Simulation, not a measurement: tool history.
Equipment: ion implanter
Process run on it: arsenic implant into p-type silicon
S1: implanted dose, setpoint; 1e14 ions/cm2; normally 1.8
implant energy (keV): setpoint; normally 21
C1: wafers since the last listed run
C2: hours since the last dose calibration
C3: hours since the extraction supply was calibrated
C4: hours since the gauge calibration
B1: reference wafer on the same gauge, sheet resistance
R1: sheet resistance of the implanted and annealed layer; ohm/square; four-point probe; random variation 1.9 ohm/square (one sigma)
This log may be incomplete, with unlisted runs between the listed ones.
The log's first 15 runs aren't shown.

Run 16, hour 983.9: usual settings but S1 2.33 1e14 ions/cm2; C1 771; C2 370.5; C3 567.5; C4 308.8; B1 520.23. Result: R1 360.57 ohm/square.
Run 17, hour 1035.2: usual settings but S1 1.62 1e14 ions/cm2, implant energy (keV) 26.5; C1 744; C2 421.8; C3 618.8; C4 360.1; B1 519.37. Result: R1 456.68 ohm/square.
Run 18, hour 1059.7: usual settings; C1 355; C2 446.3; C3 643.3; C4 384.6; B1 519.87. Result: R1 439.69 ohm/square.
Run 19, hour 1103.3: usual settings but S1 2.18 1e14 ions/cm2, implant energy (keV) 18.5; C1 632; C2 489.9; C3 686.9; C4 428.2; B1 520.3. Result: R1 389.09 ohm/square.
Run 20, hour 1134.8: usual settings but S1 2.21 1e14 ions/cm2, implant energy (keV) 28; C1 456; C2 521.4; C3 718.4; C4 459.7; B1 519.63. Result: R1 362.91 ohm/square.
Run 21, hour 1197.6: usual settings but S1 2.3 1e14 ions/cm2, implant energy (keV) 16.5; C1 911; C2 584.2; C3 781.2; C4 522.5; B1 520.01. Result: R1 382.34 ohm/square.
Run 22, hour 1232.4: usual settings but S1 1.53 1e14 ions/cm2, implant energy (keV) 23.5; C1 504; C2 619; C3 816; C4 557.3; B1 520.1. Result: R1 485.68 ohm/square.
Run 23, hour 1259.1: usual settings but S1 1.28 1e14 ions/cm2, implant energy (keV) 14.5; C1 387; C2 645.7; C3 842.7; C4 584; B1 520.23. Result: R1 603.19 ohm/square.
Run 24, hour 1326: usual settings but S1 1.46 1e14 ions/cm2, implant energy (keV) 26.5; C1 970; C2 712.6; C3 909.6; C4 650.9; B1 519.82. Result: R1 499.86 ohm/square.
Run 25, hour 1366.4: usual settings but S1 1.29 1e14 ions/cm2, implant energy (keV) 15.5; C1 586; C2 753; C3 950; C4 691.3; B1 520.01. Result: R1 592.88 ohm/square.
Run 26, hour 1410.3: usual settings but S1 1.34 1e14 ions/cm2, implant energy (keV) 25.5; C1 636; C2 796.9; C3 993.9; C4 735.2; B1 520.08. Result: R1 530.72 ohm/square.
Run 27, hour 1466.9: usual settings; C1 821; C2 853.5; C3 1050.5; C4 791.8; B1 519.61. Result: R1 444.09 ohm/square.
Run 28, hour 1500.8: usual settings; C1 491; C2 887.4; C3 1084.4; C4 825.7; B1 519.51. Result: R1 442.61 ohm/square.
Run 29, hour 1549.4: usual settings but implant energy (keV) 18; C1 705; C2 936; C3 1133; C4 874.3; B1 519.83. Result: R1 455.95 ohm/square.
Run 30, hour 1608.9: usual settings but S1 2.21 1e14 ions/cm2, implant energy (keV) 28; C1 863; C2 995.5; C3 1192.5; C4 933.8; B1 519.89. Result: R1 370.62 ohm/square.
Run 31, hour 1665.8: usual settings but S1 1.29 1e14 ions/cm2, implant energy (keV) 15.5; C1 825; C2 1052.4; C3 1249.4; C4 990.7; B1 519.5. Result: R1 597.67 ohm/square.
Run 32, hour 1716.6: usual settings but S1 2 1e14 ions/cm2, implant energy (keV) 17; C1 737; C2 1103.2; C3 1300.2; C4 1041.5; B1 519.83. Result: R1 427.8 ohm/square.
At hour 1782: Faraday cup replaced and dose calibrated.
Run 33, hour 1787.8: usual settings but S1 1.44 1e14 ions/cm2, implant energy (keV) 24.5; C1 916; C2 5.8; C3 1371.4; C4 1112.7; B1 519.97. Result: R1 505.86 ohm/square.
Run 34, hour 1858.2: usual settings; C1 1021; C2 76.2; C3 1441.8; C4 1183.1; B1 520.16. Result: R1 436.34 ohm/square.
Run 35, hour 1908.1: usual settings but S1 1.45 1e14 ions/cm2, implant energy (keV) 14; C1 723; C2 126.1; C3 1491.7; C4 1233; B1 520.08. Result: R1 547.9 ohm/square.
Run 36, hour 1935.4: usual settings but S1 1.34 1e14 ions/cm2, implant energy (keV) 14; C1 396; C2 153.4; C3 1519; C4 1260.3; B1 520.04. Result: R1 581.15 ohm/square.
Run 37, hour 1984.6: usual settings but S1 1.42 1e14 ions/cm2; C1 713; C2 202.6; C3 1568.2; C4 1309.5; B1 519.98. Result: R1 524.94 ohm/square.

Consider 4 possible next runs. They are alternatives, not a sequence: every one starts from the tool as it was left by run 37. What does each give?
Run A, hour 1985: usual settings; C1 5; C2 203; C3 1568.6; C4 1309.9; B1 ?. Result: R1 ?.
Run B, hour 1985: usual settings but S1 2.12 1e14 ions/cm2, implant energy (keV) 18.5; C1 5; C2 203; C3 1568.6; C4 1309.9; B1 ?. Result: R1 ?.
Run C, hour 1985: usual settings but S1 2.21 1e14 ions/cm2, implant energy (keV) 14.5; C1 5; C2 203; C3 1568.6; C4 1309.9; B1 ?. Result: R1 ?.
Run D, hour 1985: usual settings but S1 1.95 1e14 ions/cm2; C1 5; C2 203; C3 1568.6; C4 1309.9; B1 ?. Result: R1 ?.

run      B1      R1
  A  519.89  442.04
  B  519.89  398.51
  C  519.89  398.62
  D  519.89  416.65
What these runs would have given with no unlogged condition in the tool:
run      R1
  A  438.63
  B  395.39
  C  395.46
  D  413.42
